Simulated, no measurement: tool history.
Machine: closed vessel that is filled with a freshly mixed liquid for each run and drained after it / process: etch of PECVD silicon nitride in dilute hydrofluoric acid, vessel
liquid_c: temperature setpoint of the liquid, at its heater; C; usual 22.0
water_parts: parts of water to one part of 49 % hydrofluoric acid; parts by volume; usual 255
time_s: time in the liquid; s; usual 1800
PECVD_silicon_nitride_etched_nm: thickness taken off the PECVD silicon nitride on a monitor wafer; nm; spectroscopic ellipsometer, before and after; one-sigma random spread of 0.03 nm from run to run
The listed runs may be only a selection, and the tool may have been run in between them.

run	hour	liquid_c	water_parts	time_s	wafers since the last listed run	hours since the thermometer was replaced	hours since the hydrofluoric acid flow meter was replaced	hours since the gauge calibration	read-back film thickness of the PECVD silicon nitride reference wafer, read on the same gauge (nm)	PECVD_silicon_nitride_etched_nm
1	0.0	22.0	255	1800	0	2346.8	1107.0	2.9	140.00	9.07
2	6.1	22.0	255	1800	324	2352.9	1113.1	9.0	140.01	9.11
3	19.1	22.0	255	1800	691	2365.9	1126.1	22.0	139.96	9.09
4	34.4	22.0	255	1800	814	2381.2	1141.4	37.3	140.06	9.04
5	43.8	22.0	255	1800	500	2390.6	1150.8	46.7	140.03	9.09
# hour 47.6: hydrofluoric acid flow meter replaced
6	52.3	22.0	255	1800	399	2399.1	4.7	55.2	140.01	9.09
7	67.6	22.0	255	1800	814	2414.4	20.0	70.5	140.01	9.10
# hour 70.9: gauge calibrated
8	76.0	20.5	255	2670	447	2422.8	28.4	5.1	140.00	12.16
9	91.7	18.0	255	1275	835	2438.5	44.1	20.8	139.98	4.94
10	102.0	22.0	330	1800	548	2448.8	54.4	31.1	140.01	7.09
11	116.3	22.0	255	1800	761	2463.1	68.7	45.4	139.99	9.07
# hour 119.6: thermometer replaced
12	124.8	22.0	255	1800	399	5.2	77.2	53.9	140.06	10.79
13	132.6	19.0	175	1800	415	13.0	85.0	61.7	139.97	12.87
14	140.5	22.0	255	1800	420	20.9	92.9	69.6	139.98	10.82
15	151.7	26.0	255	1800	596	32.1	104.1	80.8	139.97	13.88

Forecast each of these 5 alternatives for the next run:
A	152.8	22.0	255	1210	58	33.2	105.2	81.9	?	?
B	152.8	24.5	140	1800	58	33.2	105.2	81.9	?	?
C	152.8	18.5	140	1090	58	33.2	105.2	81.9	?	?
D	152.8	17.5	155	2845	58	33.2	105.2	81.9	?	?
E	152.8	27.0	255	1800	58	33.2	105.2	81.9	?	?

run	read-back film thickness of the PECVD silicon nitride reference wafer, read on the same gauge (nm)	PECVD_silicon_nitride_etched_nm
A	140.06	7.27
B	140.06	22.91
C	140.06	9.32
D	140.06	20.60
E	140.06	14.73
The same runs, with their run-to-run variation unchanged, on a tool lacking any hidden condition would have given:
run	PECVD_silicon_nitride_etched_nm
A	7.36
B	23.20
C	9.44
D	20.87
E	14.90
